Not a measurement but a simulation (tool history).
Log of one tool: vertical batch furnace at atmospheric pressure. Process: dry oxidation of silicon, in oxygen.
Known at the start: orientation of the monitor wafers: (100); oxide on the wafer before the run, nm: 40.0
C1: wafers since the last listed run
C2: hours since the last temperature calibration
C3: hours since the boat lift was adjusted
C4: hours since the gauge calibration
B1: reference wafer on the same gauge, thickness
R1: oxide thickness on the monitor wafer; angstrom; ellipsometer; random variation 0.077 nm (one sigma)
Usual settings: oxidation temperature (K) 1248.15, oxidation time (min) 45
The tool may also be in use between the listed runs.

run 1 day=0 | oxidation_temperature_(K)=1237.15 oxidation_time_(min)=45 | C1=0 C2=4633.8 C3=5666.6 C4=61.2 | B1=41.68 | R1=499.2
run 2 day=0.996 | oxidation_temperature_(K)=1237.15 oxidation_time_(min)=45 | C1=183 C2=4657.7 C3=5690.5 C4=85.1 | B1=41.64 | R1=498.4
run 3 day=2.2 | oxidation_temperature_(K)=1237.15 oxidation_time_(min)=45 | C1=222 C2=4686.6 C3=5719.4 C4=114 | B1=41.61 | R1=498.7
run 4 day=3.321 | oxidation_temperature_(K)=1248.15 oxidation_time_(min)=45 | C1=207 C2=4713.5 C3=5746.3 C4=140.9 | B1=41.59 | R1=513.1
run 5 day=4.588 | oxidation_temperature_(K)=1248.15 oxidation_time_(min)=45 | C1=234 C2=4743.9 C3=5776.7 C4=171.3 | B1=41.55 | R1=512.3
-- day=6.338 boat lift adjusted
run 6 day=6.358 | oxidation_temperature_(K)=1248.15 oxidation_time_(min)=45 | C1=142 C2=4786.4 C3=0.5 C4=213.8 | B1=41.5 | R1=510.8
run 7 day=6.696 | oxidation_temperature_(K)=1248.15 oxidation_time_(min)=45 | C1=62 C2=4794.5 C3=8.6 C4=221.9 | B1=41.49 | R1=512.7
run 8 day=7.958 | oxidation_temperature_(K)=1248.15 oxidation_time_(min)=45 | C1=233 C2=4824.8 C3=38.9 C4=252.2 | B1=41.44 | R1=511.4
run 9 day=8.579 | oxidation_temperature_(K)=1248.15 oxidation_time_(min)=45 | C1=114 C2=4839.7 C3=53.8 C4=267.1 | B1=41.43 | R1=512.6
run 10 day=9.958 | oxidation_temperature_(K)=1224.15 oxidation_time_(min)=45 | C1=254 C2=4872.8 C3=86.9 C4=300.2 | B1=41.36 | R1=476.7
-- day=11.146 gauge calibrated
run 11 day=11.217 | oxidation_temperature_(K)=1270.15 oxidation_time_(min)=36.5 | C1=232 C2=4903 C3=117.1 C4=1.7 | B1=41.76 | R1=522.6
run 12 day=11.775 | oxidation_temperature_(K)=1248.15 oxidation_time_(min)=66 | C1=103 C2=4916.4 C3=130.5 C4=15.1 | B1=41.75 | R1=584.8
-- day=13.346 thermocouples replaced and temperature profile calibrated
run 13 day=13.367 | oxidation_temperature_(K)=1248.15 oxidation_time_(min)=45 | C1=109 C2=0.5 C3=168.7 C4=53.3 | B1=41.69 | R1=513.5
run 14 day=13.692 | oxidation_temperature_(K)=1232.15 oxidation_time_(min)=66.5 | C1=60 C2=8.3 C3=176.5 C4=61.1 | B1=41.69 | R1=553.5
run 15 day=14.758 | oxidation_temperature_(K)=1270.15 oxidation_time_(min)=36.5 | C1=197 C2=33.9 C3=202.1 C4=86.7 | B1=41.65 | R1=521.2
run 16 day=15.733 | oxidation_temperature_(K)=1228.15 oxidation_time_(min)=54.5 | C1=180 C2=57.3 C3=225.5 C4=110.1 | B1=41.62 | R1=511.7
run 17 day=16.912 | oxidation_temperature_(K)=1265.15 oxidation_time_(min)=29 | C1=217 C2=85.6 C3=253.8 C4=138.4 | B1=41.58 | R1=479.3
run 18 day=18.229 | oxidation_temperature_(K)=1248.15 oxidation_time_(min)=54 | C1=243 C2=117.2 C3=285.4 C4=170 | B1=41.54 | R1=544
run 19 day=18.962 | oxidation_temperature_(K)=1248.15 oxidation_time_(min)=29.5 | C1=135 C2=134.8 C3=303 C4=187.6 | B1=41.51 | R1=460.8

The tool's hidden state at each run:
true tube temperature minus thermocouple reading, K: 0 in every run
monitor wafer colder than the profiled boat position, K: 0 in every run
H1: gauge reads high (%)
run=1 H1=-0.284
run=2 H1=-0.356
run=3 H1=-0.443
run=4 H1=-0.524
run=5 H1=-0.615
run=6 H1=-0.743
run=7 H1=-0.768
run=8 H1=-0.859
run=9 H1=-0.904
run=10 H1=-1
run=11 H1=-0.0994
run=12 H1=-0.14
run=13 H1=-0.255
run=14 H1=-0.278
run=15 H1=-0.355
run=16 H1=-0.426
run=17 H1=-0.511
run=18 H1=-0.606
run=19 H1=-0.659
